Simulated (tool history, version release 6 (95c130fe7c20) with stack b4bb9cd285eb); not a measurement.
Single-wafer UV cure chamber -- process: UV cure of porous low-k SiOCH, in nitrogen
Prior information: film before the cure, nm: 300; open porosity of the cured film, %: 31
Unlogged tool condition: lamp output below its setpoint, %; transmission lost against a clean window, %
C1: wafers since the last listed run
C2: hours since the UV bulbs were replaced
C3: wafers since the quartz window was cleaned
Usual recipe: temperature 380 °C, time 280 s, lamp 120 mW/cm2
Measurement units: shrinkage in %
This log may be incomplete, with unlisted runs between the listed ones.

Run 1, hour 0.0: usual settings but time 180 s; C1 0; C2 944.2; C3 1342. Result: shrinkage 11.912 %.
At hour 82.7: quartz window cleaned.
Run 2, hour 94.4: usual settings but time 180 s; C1 604; C2 1038.6; C3 81. Result: shrinkage 12.469 %.
Run 3, hour 116.1: usual settings but time 180 s; C1 151; C2 1060.3; C3 233. Result: shrinkage 12.074 %.
Run 4, hour 147.2: usual settings; C1 217; C2 1091.4; C3 451. Result: shrinkage 14.511 %.
Run 5, hour 176.4: usual settings; C1 204; C2 1120.6; C3 655. Result: shrinkage 14.369 %.
Run 6, hour 200.3: usual settings; C1 167; C2 1144.5; C3 823. Result: shrinkage 14.292 %.
Run 7, hour 229.1: usual settings; C1 201; C2 1173.3; C3 1024. Result: shrinkage 14.291 %.
Run 8, hour 244.6: usual settings; C1 108; C2 1188.8; C3 1133. Result: shrinkage 14.106 %.
At hour 332.6: quartz window cleaned.
Run 9, hour 338.1: usual settings; C1 598; C2 1282.3; C3 38. Result: shrinkage 14.605 %.
Run 10, hour 358.2: usual settings; C1 140; C2 1302.4; C3 179. Result: shrinkage 14.985 %.
Run 11, hour 380.2: usual settings; C1 154; C2 1324.4; C3 333. Result: shrinkage 14.777 %.
Run 12, hour 414.4: usual settings but time 365 s; C1 239; C2 1358.6; C3 572. Result: shrinkage 15.591 %.
Run 13, hour 447.1: usual settings but time 365 s; C1 228; C2 1391.3; C3 801. Result: shrinkage 15.592 %.
At hour 514.5: UV bulbs replaced.
Run 14, hour 515.0: usual settings but time 365 s; C1 419; C2 0.5; C3 1220. Result: shrinkage 15.576 %.
Run 15, hour 534.8: usual settings; C1 138; C2 20.3; C3 1359. Result: shrinkage 14.133 %.
Run 16, hour 558.6: usual settings but temperature 363 °C; C1 166; C2 44.1; C3 1526. Result: shrinkage 13.487 %.
At hour 591.2: quartz window cleaned.
Run 17, hour 591.7: usual settings but temperature 364 °C, time 370 s, lamp 92 mW/cm2; C1 175; C2 77.2; C3 3. Result: shrinkage 13.919 %.
Run 18, hour 602.9: usual settings; C1 78; C2 88.4; C3 81. Result: shrinkage 14.499 %.
Run 19, hour 620.8: usual settings but temperature 369 °C, time 375 s; C1 125; C2 106.3; C3 207. Result: shrinkage 15.692 %.
Run 20, hour 646.8: usual settings but time 340 s, lamp 92 mW/cm2; C1 182; C2 132.3; C3 389. Result: shrinkage 14.313 %.
Run 21, hour 677.5: usual settings but temperature 387 °C, lamp 144 mW/cm2; C1 214; C2 163.0; C3 604. Result: shrinkage 15.381 %.
Run 22, hour 702.1: usual settings but temperature 367 °C, time 150 s, lamp 158 mW/cm2; C1 172; C2 187.6; C3 776. Result: shrinkage 12.475 %.
Run 23, hour 734.2: usual settings; C1 224; C2 219.7; C3 1001. Result: shrinkage 14.322 %.
Run 24, hour 765.8: usual settings; C1 221; C2 251.3; C3 1222. Result: shrinkage 14.097 %.
At hour 852.5: quartz window cleaned.
Run 25, hour 853.2: usual settings but temperature 392 °C; C1 555; C2 338.7; C3 4. Result: shrinkage 14.859 %.
Run 26, hour 873.3: usual settings but lamp 144 mW/cm2; C1 140; C2 358.8; C3 145. Result: shrinkage 15.239 %.
Run 27, hour 894.1: usual settings but temperature 371 °C, time 115 s, lamp 153 mW/cm2; C1 145; C2 379.6; C3 291. Result: shrinkage 11.331 %.
Run 28, hour 909.4: usual settings; C1 107; C2 394.9; C3 398. Result: shrinkage 14.614 %.
Run 29, hour 940.9: usual settings but temperature 394 °C, lamp 139 mW/cm2; C1 220; C2 426.4; C3 618. Result: shrinkage 15.230 %.
Run 30, hour 963.8: usual settings but temperature 374 °C, lamp 99 mW/cm2; C1 160; C2 449.3; C3 779. Result: shrinkage 13.181 %.

3 options for the next run, each taken on its own from the tool as it stands now. Forecast them:
Run A, hour 964.2: usual settings; C1 2; C2 449.7; C3 782. Result: shrinkage ?.
Run B, hour 964.2: usual settings but lamp 148 mW/cm2; C1 2; C2 449.7; C3 782. Result: shrinkage ?.
Run C, hour 964.2: usual settings but time 405 s; C1 2; C2 449.7; C3 782. Result: shrinkage ?.

run  shrinkage
  A     14.315
  B     15.345
  C     16.135
The same runs, with their run-to-run variation unchanged, on a tool lacking any hidden condition would have given:
run  shrinkage
  A     14.594
  B     15.628
  C     16.419

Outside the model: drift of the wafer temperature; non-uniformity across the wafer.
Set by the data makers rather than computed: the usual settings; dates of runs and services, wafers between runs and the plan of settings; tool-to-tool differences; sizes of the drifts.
